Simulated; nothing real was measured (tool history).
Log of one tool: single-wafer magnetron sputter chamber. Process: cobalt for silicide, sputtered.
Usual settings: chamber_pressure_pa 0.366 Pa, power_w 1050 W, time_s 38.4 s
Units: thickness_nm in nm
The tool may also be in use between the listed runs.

run,hour,chamber_pressure_pa,power_w,time_s,wafers since the last listed run,wafers on the sputter target,hours since the last manometer calibration,hours since the magnet pack was replaced,hours since the gauge calibration,"read-back reference wafer on the same gauge, thickness_nm",thickness_nm
1,0.0,0.366,1050,38.4,0,3504,2020.5,9338.0,392.1,16.516,19.945
2,20.8,0.366,1050,38.4,301,3806,2041.3,9358.8,412.9,16.499,19.899
3,36.1,0.366,1050,38.4,222,4028,2056.6,9374.1,428.2,16.495,19.941
4,63.0,0.366,1050,38.4,390,4418,2083.5,9401.0,455.1,16.493,19.845
5,96.4,0.366,1050,38.4,484,4903,2116.9,9434.4,488.5,16.503,19.889
6,129.2,0.366,1050,38.4,475,5379,2149.7,9467.2,521.3,16.497,19.880
7,156.3,0.366,1050,38.4,393,5772,2176.8,9494.3,548.4,16.504,19.806
8,217.2,0.366,1050,38.4,883,6656,2237.7,9555.2,609.3,16.495,19.817
9,243.3,0.366,1050,38.4,378,7035,2263.8,9581.3,635.4,16.511,19.829
# hour 255.7: gauge calibrated
10,272.0,0.366,850,38.4,416,7451,2292.5,9610.0,16.3,16.493,15.993
11,305.2,0.366,1050,38.4,481,7933,2325.7,9643.2,49.5,16.497,19.765
12,330.7,0.366,1200,43.6,370,8303,2351.2,9668.7,75.0,16.504,25.729
# hour 350.5: sputter target and shields replaced
13,351.4,0.366,1200,43.6,184,13,2371.9,9689.4,95.7,16.501,26.418
14,366.6,0.366,1200,43.6,220,234,2387.1,9704.6,110.9,16.511,26.417
15,390.3,0.260,1050,31.3,343,577,2410.8,9728.3,134.6,16.511,16.743
16,412.6,0.366,1050,38.4,323,901,2433.1,9750.6,156.9,16.499,20.198
17,445.6,0.447,1050,38.4,478,1380,2466.1,9783.6,189.9,16.491,19.724
18,469.4,0.366,1050,38.4,345,1725,2489.9,9807.4,213.7,16.517,20.116
19,500.7,0.449,850,38.4,454,2179,2521.2,9838.7,245.0,16.499,15.963
20,513.5,0.325,850,33.6,185,2365,2534.0,9851.5,257.8,16.511,14.337
21,531.8,0.277,1050,34.9,265,2631,2552.3,9869.8,276.1,16.506,18.516
# hour 548.3: capacitance manometer re-zeroed and calibrated
22,562.9,0.366,1050,35.4,335,2966,14.6,9900.9,307.2,16.492,18.405
# hour 578.8: magnet pack replaced
23,591.7,0.366,1200,36.4,301,3268,43.4,12.9,336.0,16.504,21.627
24,620.5,0.446,1050,33.8,417,3686,72.2,41.7,364.8,16.496,17.307
25,645.4,0.292,1050,38.4,361,4047,97.1,66.6,389.7,16.495,20.049
26,662.1,0.236,1050,38.4,242,4289,113.8,83.3,406.4,16.506,20.324
27,683.2,0.366,1150,38.4,306,4595,134.9,104.4,427.5,16.508,21.691
28,701.5,0.366,1050,38.4,265,4861,153.2,122.7,445.8,16.504,19.814
29,732.2,0.366,1050,38.4,445,5306,183.9,153.4,476.5,16.512,19.769

Forecast each of these 4 alternatives for the next run:
A,732.6,0.366,1050,38.4,5,5312,184.3,153.8,476.9,?,?
B,732.6,0.366,1050,42.7,5,5312,184.3,153.8,476.9,?,?
C,732.6,0.270,1050,31.5,5,5312,184.3,153.8,476.9,?,?
D,732.6,0.366,1050,35.8,5,5312,184.3,153.8,476.9,?,?

run,"read-back reference wafer on the same gauge, thickness_nm",thickness_nm
A,16.492,19.872
B,16.492,22.098
C,16.492,16.566
D,16.492,18.527
Without the tool's hidden state the same runs would have given:
run,thickness_nm
A,20.430
B,22.718
C,17.031
D,19.047

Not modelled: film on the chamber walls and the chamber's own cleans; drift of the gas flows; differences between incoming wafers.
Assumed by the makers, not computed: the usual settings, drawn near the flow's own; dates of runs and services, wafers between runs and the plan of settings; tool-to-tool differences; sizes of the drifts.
